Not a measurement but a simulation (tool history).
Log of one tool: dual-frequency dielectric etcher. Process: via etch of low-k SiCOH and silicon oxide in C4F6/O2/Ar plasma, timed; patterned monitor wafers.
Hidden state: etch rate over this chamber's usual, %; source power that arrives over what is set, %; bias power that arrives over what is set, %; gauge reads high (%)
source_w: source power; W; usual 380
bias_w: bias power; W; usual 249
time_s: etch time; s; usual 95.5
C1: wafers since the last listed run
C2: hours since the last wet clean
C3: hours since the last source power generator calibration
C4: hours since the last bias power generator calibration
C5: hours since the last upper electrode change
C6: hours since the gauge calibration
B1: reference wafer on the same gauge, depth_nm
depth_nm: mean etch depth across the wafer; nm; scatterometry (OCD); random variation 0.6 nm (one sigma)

run 1 hour=0 | source_w=450 bias_w=249 time_s=95.5 | C1=0 C2=502.6 C3=3477.5 C4=1803.9 C5=2578.6 C6=303.9 | B1=278.2 | depth_nm=302.3
run 2 hour=6.7 | source_w=380 bias_w=249 time_s=80 | C1=89 C2=509.3 C3=3484.2 C4=1810.6 C5=2585.3 C6=310.6 | B1=277.9 | depth_nm=238.6
run 3 hour=13 | source_w=380 bias_w=249 time_s=80 | C1=84 C2=515.6 C3=3490.5 C4=1816.9 C5=2591.6 C6=316.9 | B1=278 | depth_nm=239
-- hour=27.7 gauge calibrated
run 4 hour=28 | source_w=380 bias_w=249 time_s=80 | C1=200 C2=530.6 C3=3505.5 C4=1831.9 C5=2606.6 C6=0.3 | B1=278.2 | depth_nm=239.3
-- hour=37.4 source power generator calibrated
run 5 hour=37.9 | source_w=380 bias_w=249 time_s=95.5 | C1=78 C2=540.5 C3=0.5 C4=1841.8 C5=2616.5 C6=10.2 | B1=277.9 | depth_nm=285.2
run 6 hour=46.7 | source_w=380 bias_w=249 time_s=95.5 | C1=117 C2=549.3 C3=9.3 C4=1850.6 C5=2625.3 C6=19 | B1=278.1 | depth_nm=285.3
run 7 hour=56.8 | source_w=480 bias_w=277 time_s=95.5 | C1=135 C2=559.4 C3=19.4 C4=1860.7 C5=2635.4 C6=29.1 | B1=278.2 | depth_nm=319.2
-- hour=82.6 wet clean of the chamber
-- hour=83.5 bias power generator calibrated
-- hour=106.2 upper electrode replaced
run 8 hour=106.7 | source_w=460 bias_w=284 time_s=80 | C1=30 C2=24.1 C3=69.3 C4=23.2 C5=0.5 C6=79 | B1=278.1 | depth_nm=260.1
run 9 hour=107.1 | source_w=380 bias_w=280 time_s=69 | C1=5 C2=24.5 C3=69.7 C4=23.6 C5=0.9 C6=79.4 | B1=278.2 | depth_nm=209.4
run 10 hour=107.4 | source_w=440 bias_w=285 time_s=121.5 | C1=4 C2=24.8 C3=70 C4=23.9 C5=1.2 C6=79.7 | B1=278 | depth_nm=389.6
run 11 hour=107.7 | source_w=440 bias_w=249 time_s=119 | C1=4 C2=25.1 C3=70.3 C4=24.2 C5=1.5 C6=80 | B1=277.8 | depth_nm=368.8
run 12 hour=109.5 | source_w=320 bias_w=249 time_s=84 | C1=24 C2=26.9 C3=72.1 C4=26 C5=3.3 C6=81.8 | B1=277.9 | depth_nm=233.7
run 13 hour=118 | source_w=380 bias_w=249 time_s=95.5 | C1=113 C2=35.4 C3=80.6 C4=34.5 C5=11.8 C6=90.3 | B1=278.2 | depth_nm=282.4
run 14 hour=135.6 | source_w=350 bias_w=302 time_s=84.5 | C1=235 C2=53 C3=98.2 C4=52.1 C5=29.4 C6=107.9 | B1=278.2 | depth_nm=255.4
run 15 hour=152 | source_w=330 bias_w=286 time_s=95.5 | C1=219 C2=69.4 C3=114.6 C4=68.5 C5=45.8 C6=124.3 | B1=278.4 | depth_nm=277.9
run 16 hour=165.8 | source_w=330 bias_w=249 time_s=95.5 | C1=184 C2=83.2 C3=128.4 C4=82.3 C5=59.6 C6=138.1 | B1=278.2 | depth_nm=267.8
run 17 hour=181.7 | source_w=380 bias_w=249 time_s=121 | C1=212 C2=99.1 C3=144.3 C4=98.2 C5=75.5 C6=154 | B1=277.9 | depth_nm=357
run 18 hour=192 | source_w=380 bias_w=249 time_s=95.5 | C1=137 C2=109.4 C3=154.6 C4=108.5 C5=85.8 C6=164.3 | B1=278.1 | depth_nm=282.9
run 19 hour=202.5 | source_w=310 bias_w=249 time_s=95.5 | C1=140 C2=119.9 C3=165.1 C4=119 C5=96.3 C6=174.8 | B1=278.1 | depth_nm=263.2
run 20 hour=234.5 | source_w=380 bias_w=270 time_s=118 | C1=428 C2=151.9 C3=197.1 C4=151 C5=128.3 C6=206.8 | B1=278.1 | depth_nm=357.9
run 21 hour=245.9 | source_w=410 bias_w=249 time_s=77.5 | C1=152 C2=163.3 C3=208.5 C4=162.4 C5=139.7 C6=218.2 | B1=277.9 | depth_nm=234.8
run 22 hour=255.3 | source_w=380 bias_w=269 time_s=95.5 | C1=125 C2=172.7 C3=217.9 C4=171.8 C5=149.1 C6=227.6 | B1=278 | depth_nm=288
run 23 hour=271.9 | source_w=380 bias_w=195 time_s=82 | C1=222 C2=189.3 C3=234.5 C4=188.4 C5=165.7 C6=244.2 | B1=277.8 | depth_nm=229
run 24 hour=288.3 | source_w=380 bias_w=249 time_s=95.5 | C1=219 C2=205.7 C3=250.9 C4=204.8 C5=182.1 C6=260.6 | B1=278.2 | depth_nm=282.8
run 25 hour=304.4 | source_w=380 bias_w=282 time_s=95.5 | C1=215 C2=221.8 C3=267 C4=220.9 C5=198.2 C6=276.7 | B1=278 | depth_nm=292.6
run 26 hour=313.7 | source_w=320 bias_w=249 time_s=84 | C1=124 C2=231.1 C3=276.3 C4=230.2 C5=207.5 C6=286 | B1=278 | depth_nm=236
run 27 hour=344.5 | source_w=380 bias_w=249 time_s=95.5 | C1=412 C2=261.9 C3=307.1 C4=261 C5=238.3 C6=316.8 | B1=277.9 | depth_nm=283.2
run 28 hour=351.2 | source_w=380 bias_w=249 time_s=121.5 | C1=89 C2=268.6 C3=313.8 C4=267.7 C5=245 C6=323.5 | B1=277.8 | depth_nm=360.2
run 29 hour=360.1 | source_w=380 bias_w=249 time_s=120 | C1=119 C2=277.5 C3=322.7 C4=276.6 C5=253.9 C6=332.4 | B1=278.2 | depth_nm=357.1
-- hour=361.8 gauge calibrated
run 30 hour=374.2 | source_w=290 bias_w=223 time_s=86.5 | C1=188 C2=291.6 C3=336.8 C4=290.7 C5=268 C6=12.4 | B1=277.9 | depth_nm=228.7

Forecast each of these 4 alternatives for the next run:
run A hour=374.6 | source_w=380 bias_w=249 time_s=95.5 | C1=5 C2=292 C3=337.2 C4=291.1 C5=268.4 C6=12.8 | B1=? | depth_nm=?
run B hour=374.6 | source_w=380 bias_w=249 time_s=78 | C1=5 C2=292 C3=337.2 C4=291.1 C5=268.4 C6=12.8 | B1=? | depth_nm=?
run C hour=374.6 | source_w=330 bias_w=279 time_s=71 | C1=5 C2=292 C3=337.2 C4=291.1 C5=268.4 C6=12.8 | B1=? | depth_nm=?
run D hour=374.6 | source_w=350 bias_w=249 time_s=107.5 | C1=5 C2=292 C3=337.2 C4=291.1 C5=268.4 C6=12.8 | B1=? | depth_nm=?

run=A B1=278.1 depth_nm=284.3
run=B B1=278.1 depth_nm=232.2
run=C B1=278.1 depth_nm=207.5
run=D B1=278.1 depth_nm=311.2
Without the tool's hidden state the same runs would have given:
run=A depth_nm=281.7
run=B depth_nm=230.1
run=C depth_nm=205.6
run=D depth_nm=308.4
